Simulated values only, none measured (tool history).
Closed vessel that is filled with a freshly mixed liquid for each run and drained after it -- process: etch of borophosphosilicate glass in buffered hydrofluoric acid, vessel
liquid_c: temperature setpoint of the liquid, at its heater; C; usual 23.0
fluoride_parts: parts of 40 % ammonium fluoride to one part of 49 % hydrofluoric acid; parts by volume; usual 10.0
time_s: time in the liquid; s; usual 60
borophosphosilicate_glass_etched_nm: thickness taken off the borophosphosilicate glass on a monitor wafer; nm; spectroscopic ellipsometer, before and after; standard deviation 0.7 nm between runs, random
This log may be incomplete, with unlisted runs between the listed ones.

| run | hour | liquid_c | fluoride_parts | time_s | wafers since the last listed run | hours since the thermometer was replaced | hours since the hydrofluoric acid flow meter was replaced | hours since the gauge calibration | read-back film thickness of the borophosphosilicate glass reference wafer, read on the same gauge (nm) | borophosphosilicate_glass_etched_nm |
|---|---|---|---|---|---|---|---|---|---|---|
| 1 | 0.0 | 23.0 | 10.0 | 60 | 0 | 2146.8 | 816.5 | 179.0 | 130.02 | 70.77 |
| 2 | 23.3 | 23.0 | 10.0 | 60 | 2957 | 2170.1 | 839.8 | 202.3 | 130.01 | 70.85 |
| 3 | 57.8 | 23.0 | 10.0 | 60 | 4379 | 2204.6 | 874.3 | 236.8 | 130.01 | 71.54 |
| 4 | 85.9 | 23.0 | 10.0 | 60 | 3566 | 2232.7 | 902.4 | 264.9 | 129.99 | 71.18 |
| 5 | 98.8 | 23.0 | 10.0 | 60 | 1637 | 2245.6 | 915.3 | 277.8 | 130.00 | 68.79 |
|  | 134.5 | gauge calibrated |
| 6 | 200.6 | 23.0 | 10.0 | 60 | 12921 | 2347.4 | 1017.1 | 66.1 | 129.99 | 70.03 |
| 7 | 225.5 | 21.0 | 10.0 | 55 | 3160 | 2372.3 | 1042.0 | 91.0 | 130.02 | 56.29 |
| 8 | 246.2 | 23.0 | 10.0 | 60 | 2627 | 2393.0 | 1062.7 | 111.7 | 130.02 | 68.85 |
|  | 264.9 | thermometer replaced |
| 9 | 279.4 | 23.0 | 10.0 | 60 | 4087 | 14.5 | 1095.9 | 144.9 | 130.02 | 69.12 |
| 10 | 359.6 | 23.0 | 10.0 | 60 | 10180 | 94.7 | 1176.1 | 225.1 | 130.00 | 67.62 |
|  | 365.2 | hydrofluoric acid flow meter replaced |
| 11 | 390.9 | 18.5 | 14.0 | 75 | 3846 | 126.0 | 25.7 | 256.4 | 129.95 | 53.96 |
| 12 | 425.8 | 21.0 | 7.0 | 80 | 4430 | 160.9 | 60.6 | 291.3 | 130.00 | 128.73 |
|  | 447.0 | gauge calibrated |
| 13 | 452.7 | 23.0 | 10.0 | 60 | 3414 | 187.8 | 87.5 | 5.7 | 129.95 | 75.46 |
| 14 | 471.4 | 18.0 | 10.0 | 60 | 2373 | 206.5 | 106.2 | 24.4 | 130.00 | 56.58 |
| 15 | 485.9 | 23.0 | 11.5 | 30 | 1840 | 221.0 | 120.7 | 38.9 | 130.00 | 32.91 |
| 16 | 508.8 | 18.5 | 14.0 | 75 | 2906 | 243.9 | 143.6 | 61.8 | 129.97 | 53.93 |
| 17 | 534.0 | 28.0 | 13.5 | 85 | 3198 | 269.1 | 168.8 | 87.0 | 130.00 | 104.83 |
| 18 | 554.7 | 23.0 | 10.0 | 60 | 2627 | 289.8 | 189.5 | 107.7 | 129.99 | 74.26 |
| 19 | 577.8 | 23.0 | 10.0 | 60 | 2932 | 312.9 | 212.6 | 130.8 | 130.01 | 76.23 |
| 20 | 602.5 | 20.0 | 6.0 | 80 | 3135 | 337.6 | 237.3 | 155.5 | 129.95 | 139.88 |

4 ways to go on from here, each from the tool as it stands after run 20. What would each give?
| A | 603.2 | 21.5 | 10.0 | 60 | 88 | 338.3 | 238.0 | 156.2 | ? | ? |
| B | 603.2 | 24.5 | 8.5 | 30 | 88 | 338.3 | 238.0 | 156.2 | ? | ? |
| C | 603.2 | 19.0 | 7.0 | 30 | 88 | 338.3 | 238.0 | 156.2 | ? | ? |
| D | 603.2 | 21.0 | 7.0 | 70 | 88 | 338.3 | 238.0 | 156.2 | ? | ? |

| run | read-back film thickness of the borophosphosilicate glass reference wafer, read on the same gauge (nm) | borophosphosilicate_glass_etched_nm |
|---|---|---|
| A | 130.00 | 69.99 |
| B | 130.00 | 46.74 |
| C | 130.00 | 42.84 |
| D | 130.00 | 111.60 |
Had the tool no hidden state, the same runs would have come out as:
| run | borophosphosilicate_glass_etched_nm |
|---|---|
| A | 71.75 |
| B | 48.07 |
| C | 44.05 |
| D | 114.75 |
